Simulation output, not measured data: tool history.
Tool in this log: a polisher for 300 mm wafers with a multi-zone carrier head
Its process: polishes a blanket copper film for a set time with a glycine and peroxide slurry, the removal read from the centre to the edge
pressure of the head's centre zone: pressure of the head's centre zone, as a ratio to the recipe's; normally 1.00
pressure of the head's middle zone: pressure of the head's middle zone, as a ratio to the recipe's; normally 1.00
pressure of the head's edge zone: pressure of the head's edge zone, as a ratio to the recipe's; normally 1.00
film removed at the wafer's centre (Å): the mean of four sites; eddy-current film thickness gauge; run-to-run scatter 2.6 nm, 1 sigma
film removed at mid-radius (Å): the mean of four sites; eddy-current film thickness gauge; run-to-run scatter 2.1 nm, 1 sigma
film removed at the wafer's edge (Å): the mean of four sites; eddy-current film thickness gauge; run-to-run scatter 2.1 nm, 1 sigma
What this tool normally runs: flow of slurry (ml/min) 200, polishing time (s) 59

run	day	flow of slurry (ml/min)	pressure of the head's centre zone	pressure of the head's middle zone	pressure of the head's edge zone	polishing time (s)	incoming thickness of the incoming film, nm	film removed at the wafer's centre (Å)	film removed at mid-radius (Å)	film removed at the wafer's edge (Å)
1	0.000	200	1.00	1.00	1.00	59	898.6	2710	2656	2671
2	1.217	200	1.07	1.00	1.00	59	911.4	2945	2676	2646
3	2.479	200	1.00	1.00	1.05	59	911.8	2808	2644	2716
# day 3.583: worn pad replaced by a new one
4	3.733	200	1.00	0.97	0.95	74	921.5	3431	3282	3281
5	4.933	200	1.00	1.00	0.90	80	904.1	3793	3630	3445
6	5.504	200	1.00	1.00	1.00	59	911.3	2767	2681	2640
7	6.892	200	1.12	0.96	1.00	40	923.4	2123	1740	1812
8	8.008	200	1.00	1.00	1.08	44	920.5	2075	1980	2056
9	9.054	200	0.94	0.88	0.90	59	923.9	2627	2442	2577
10	10.192	200	1.00	1.00	1.00	59	903.4	2832	2690	2658
11	11.592	225	1.00	1.09	0.95	59	914.9	2843	2926	2655
12	12.196	200	0.96	1.00	0.90	72	914.1	3294	3281	3068
13	13.079	200	1.05	1.00	1.00	59	901.6	3005	2644	2628
# day 14.250: worn pad replaced by a new one
14	14.421	200	1.09	1.00	1.12	59	920.1	3142	2712	2814
15	15.712	235	1.00	0.94	1.00	41	908.5	2039	1792	1886
16	16.900	200	0.94	1.04	1.00	50	918.5	2293	2303	2245
# day 18.312: centre zone pressure recalibrated
17	18.375	200	1.00	1.00	0.89	59	917.3	2693	2636	2493
18	19.279	270	1.00	1.12	1.00	59	908.9	2801	3009	2722
19	19.825	225	0.94	1.10	0.94	59	905.3	2622	2906	2566
20	21.212	200	1.05	0.91	1.00	59	900.8	2908	2473	2654
21	21.846	200	1.00	0.91	1.00	45	922.6	2086	1904	1998

Alternative continuations, all from the tool just after run 21; predict every row:
A	21.862	140	1.00	1.00	1.00	59	903.6	?	?	?
B	21.862	155	1.00	1.00	1.00	59	903.6	?	?	?
C	21.862	250	0.92	0.90	1.07	59	903.6	?	?	?
D	21.862	225	1.00	1.00	1.00	59	903.6	?	?	?
E	21.862	165	1.00	1.00	0.89	59	903.6	?	?	?

run	film removed at the wafer's centre (Å)	film removed at mid-radius (Å)	film removed at the wafer's edge (Å)
A	2670	2571	2601
B	2700	2597	2620
C	2608	2494	2804
D	2809	2691	2690
E	2719	2614	2492
With the hidden condition removed and each run's random variation left untouched, the same runs would have given:
run	film removed at the wafer's centre (Å)	film removed at mid-radius (Å)	film removed at the wafer's edge (Å)
A	2642	2571	2601
B	2672	2598	2620
C	2581	2494	2804
D	2780	2691	2690
E	2691	2614	2492

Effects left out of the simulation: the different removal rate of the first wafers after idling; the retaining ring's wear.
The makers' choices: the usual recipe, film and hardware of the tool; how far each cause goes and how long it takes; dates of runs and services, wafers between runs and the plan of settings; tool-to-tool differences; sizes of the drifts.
